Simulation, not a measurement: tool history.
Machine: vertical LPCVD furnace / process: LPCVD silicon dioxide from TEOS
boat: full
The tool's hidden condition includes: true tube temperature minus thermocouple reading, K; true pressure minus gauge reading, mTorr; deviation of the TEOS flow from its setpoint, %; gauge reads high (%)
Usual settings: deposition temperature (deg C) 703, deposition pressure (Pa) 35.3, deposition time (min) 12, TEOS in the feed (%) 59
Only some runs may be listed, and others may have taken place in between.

run	hour	deposition temperature (deg C)	deposition pressure (Pa)	deposition time (min)	TEOS in the feed (%)	wafers since the last listed run	hours since the last temperature calibration	hours since the pressure gauge was zeroed	hours since the TEOS flow controller was replaced	hours since the gauge calibration	read-back reference wafer on the same gauge, thickness	film thickness on the monitor wafer in the middle of the boat (nm)
1	0	703	42	12	59	0	3322.3	4167.3	2250.5	720.5	83.96	93.06
2	31	703	42	12	59	755	3353.3	4198.3	2281.5	751.5	83.85	93.27
3	58.8	703	42	12	59	677	3381.1	4226.1	2309.3	779.3	83.79	94.48
4	81.9	700	35.3	12	59	562	3404.2	4249.2	2332.4	802.4	83.92	80.16
# hour 130.5: TEOS flow controller replaced
# hour 153: pressure gauge zeroed
5	153.5	700	35.3	12	59	609	3475.8	0.5	23	874	83.66	80.22
6	157	700	35.3	12	59	85	3479.3	4	26.5	877.5	83.76	80.63
7	160.5	694	26.7	14.5	59	85	3482.8	7.5	30	881	83.66	73.46
8	189.3	703	35.3	12	59	701	3511.6	36.3	58.8	909.8	83.75	85.72
9	205.2	710	39.3	8	65	387	3527.5	52.2	74.7	925.7	83.69	74.74
10	240.7	703	30	9.5	64	864	3563	87.7	110.2	961.2	83.79	65.68
11	268.5	703	35.3	12	62	677	3590.8	115.5	138	989	83.8	88.26
12	296.5	703	35.3	12	59	681	3618.8	143.5	166	1017	83.85	86.57
13	311	703	32.7	12	70	353	3633.3	158	180.5	1031.5	83.7	89.81
14	346.7	703	35.3	12	59	869	3669	193.7	216.2	1067.2	84.02	86.3
# hour 352.8: gauge calibrated
15	367	706	35.3	12	59	494	3689.3	214	236.5	14.2	83.85	93.16
# hour 405.2: thermocouples replaced and temperature profile calibrated
16	405.7	703	37.3	8	59	358	0.5	252.7	275.2	52.9	83.72	62.04
17	421	703	35.3	12	59	372	15.8	268	290.5	68.2	83.87	90.82
18	452.1	703	35.3	12	59	757	46.9	299.1	321.6	99.3	84.02	90.68
19	486	703	35.3	12	59	825	80.8	333	355.5	133.2	83.86	90.53
20	512.9	712	35.3	12	59	655	107.7	359.9	382.4	160.1	83.87	111.11
21	542.7	703	35.3	15	65	725	137.5	389.7	412.2	189.9	83.78	119.96
22	559.9	703	41.3	13.5	59	418	154.7	406.9	429.4	207.1	83.61	111.14
23	595.5	703	35.3	12	59	867	190.3	442.5	465	242.7	83.71	90.47
24	617.1	703	35.3	12	59	526	211.9	464.1	486.6	264.3	83.8	90.95

Run 25 has not been measured yet. What should we expect?
25	646.6	703	40.7	12	59	718	241.4	493.6	516.1	293.8	?	?

Run 25 measured read-back reference wafer on the same gauge, thickness 83.66, film thickness on the monitor wafer in the middle of the boat (nm) 97.65.
Take away the tool's hidden state, keep the run-to-run variation as it was, and the same run would have given film thickness on the monitor wafer in the middle of the boat (nm) 86.71.
